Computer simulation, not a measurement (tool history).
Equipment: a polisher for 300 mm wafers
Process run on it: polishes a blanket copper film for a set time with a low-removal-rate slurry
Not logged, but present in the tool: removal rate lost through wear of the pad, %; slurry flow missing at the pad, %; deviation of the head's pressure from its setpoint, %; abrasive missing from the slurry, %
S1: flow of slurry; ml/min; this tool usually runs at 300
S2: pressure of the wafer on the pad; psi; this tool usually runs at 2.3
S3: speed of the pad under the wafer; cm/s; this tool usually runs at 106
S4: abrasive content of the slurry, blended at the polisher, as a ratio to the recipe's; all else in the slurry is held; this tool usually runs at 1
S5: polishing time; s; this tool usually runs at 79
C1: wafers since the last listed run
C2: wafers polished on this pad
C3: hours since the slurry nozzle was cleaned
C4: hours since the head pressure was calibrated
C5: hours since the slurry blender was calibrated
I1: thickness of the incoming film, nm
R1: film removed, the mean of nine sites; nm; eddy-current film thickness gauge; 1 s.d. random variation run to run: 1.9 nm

run	day	S1	S2	S3	S4	S5	C1	C2	C3	C4	C5	I1	R1
1	0	300	2.3	82	1	90	0	79	24.6	105.7	56.7	1138.4	204.7
2	1.429	300	2.3	82	1	90	384	464	58.9	140	91	1153.5	203.1
3	2.862	300	2.3	82	1	90	385	850	93.3	174.4	125.4	1136.8	198.8
4	4.2	300	2.3	106	1.05	79	360	1210	125.4	206.5	157.5	1133.9	227.6
5	5.162	300	2.3	106	1	79	259	1469	148.5	229.6	180.6	1130.6	218
6	5.729	300	2.3	106	1	79	152	1622	162.1	243.2	194.2	1136.4	217.5
7	6.233	300	2.3	106	1	79	135	1757	174.2	255.3	206.3	1131.7	215.8
8	6.967	300	2.6	106	1.15	79	197	1955	191.8	272.9	223.9	1120.7	248
# day 7.808: worn pad replaced by a new one
9	8.054	300	2.6	106	1.15	79	247	66	217.9	299	250	1135	261.8
10	9.279	300	2.9	106	1	71	329	396	247.3	328.4	279.4	1122	254.7
11	10.508	300	2.6	106	1.15	79	330	727	276.8	357.9	308.9	1117.9	255.2
# day 11.038: head pressure recalibrated
12	11.712	300	2.3	106	1.2	79	301	1028	305.7	16.2	337.8	1130	224.9
13	12.988	300	2.3	106	1	79	343	1372	336.3	46.8	368.4	1131.8	219.8
14	13.754	300	2.3	106	1.25	79	206	1578	354.7	65.2	386.8	1132.2	224.1
15	14.408	255	2.9	106	1	79	176	1754	370.4	80.9	402.5	1120.7	265
# day 14.938: worn pad replaced by a new one
16	15.75	395	2.9	142	1	79	316	219	402.6	113.1	434.7	1121.8	384.2
# day 15.804: slurry nozzle cleaned
17	16.538	300	2.3	132	0.75	79	200	419	17.6	132	453.6	1124.1	264
18	17.758	300	2.3	106	1	79	328	748	46.9	161.3	482.9	1133.5	220.4
# day 18.808: slurry blender recalibrated
19	21.108	300	2.3	106	1	79	879	1628	127.3	241.7	55.2	1131.5	223.4
20	21.938	300	2.3	106	1	79	223	1851	147.2	261.6	75.1	1145.6	215.1
# day 22.879: worn pad replaced by a new one
21	23.146	220	2.3	86	1	79	280	71	176.2	290.6	104.1	1143.6	182.9
22	24.125	300	2.3	82	1	90	263	335	199.7	314.1	127.6	1135	200.3
23	25.25	300	2.3	106	1	79	302	637	226.7	341.1	154.6	1154	229.4
24	26.225	300	2.3	106	1	79	262	900	250.1	364.5	178	1136.6	222.2
25	26.729	300	2.6	122	1	98	135	1036	262.2	376.6	190.1	1123.8	361.6
# day 27.446: head pressure recalibrated
26	28.029	300	3.1	106	1	95	327	1363	293.4	14	221.3	1115.1	360.4
27	28.779	300	1.6	126	1	79	201	1565	311.4	32	239.3	1136.1	179.2
28	29.454	300	2.3	106	1	71	181	1747	327.6	48.2	255.5	1131.6	193.7
# day 30.225: slurry nozzle cleaned
29	31.038	300	2.6	142	1	79	415	2162	19.5	86.2	293.5	1126.5	318.6

Across each entry between runs, compare the hidden state at the last listed run before it with the hidden state at the first listed run after it:
After run 8, before run 9: worn pad replaced by a new one (day 7.808)
  removal rate lost through wear of the pad, %: 5.32 -> 0.0646; abrasive missing from the slurry, %: 28.4 -> 29.7
  what was measured, less what the result would be without the hidden state, R1: -27 -> -13.9 nm
After run 11, before run 12: head pressure recalibrated (day 11.038)
  removal rate lost through wear of the pad, %: 0.78 -> 1.57; abrasive missing from the slurry, %: 32.1 -> 32.9
  what was measured, less what the result would be without the hidden state, R1: -16.8 -> -17.1 nm
After run 15, before run 16: worn pad replaced by a new one (day 14.938)
  removal rate lost through wear of the pad, %: 4.37 -> 0.475; abrasive missing from the slurry, %: 34.4 -> 34.9
  what was measured, less what the result would be without the hidden state, R1: -29.2 -> -26 nm
After run 16, before run 17: slurry nozzle cleaned (day 15.804)
  removal rate lost through wear of the pad, %: 0.475 -> 0.663; abrasive missing from the slurry, %: 34.9 -> 35.1
  what was measured, less what the result would be without the hidden state, R1: -26 -> -18 nm
After run 18, before run 19: slurry blender recalibrated (day 18.808)
  removal rate lost through wear of the pad, %: 1.2 -> 4.18; abrasive missing from the slurry, %: 35.5 -> 12.7
  what was measured, less what the result would be without the hidden state, R1: -16.9 -> -14.5 nm
After run 20, before run 21: worn pad replaced by a new one (day 22.879)
  removal rate lost through wear of the pad, %: 5.26 -> 0.22; abrasive missing from the slurry, %: 15.7 -> 19.6
  what was measured, less what the result would be without the hidden state, R1: -17.8 -> -6.4 nm
After run 25, before run 26: head pressure recalibrated (day 27.446)
  removal rate lost through wear of the pad, %: 1.68 -> 2.84; abrasive missing from the slurry, %: 27.6 -> 29.6
  what was measured, less what the result would be without the hidden state, R1: -23.7 -> -29.7 nm
After run 28, before run 29: slurry nozzle cleaned (day 30.225)
  removal rate lost through wear of the pad, %: 4.49 -> 6.8; abrasive missing from the slurry, %: 31.3 -> 32.9
  what was measured, less what the result would be without the hidden state, R1: -20.3 -> -43.2 nm
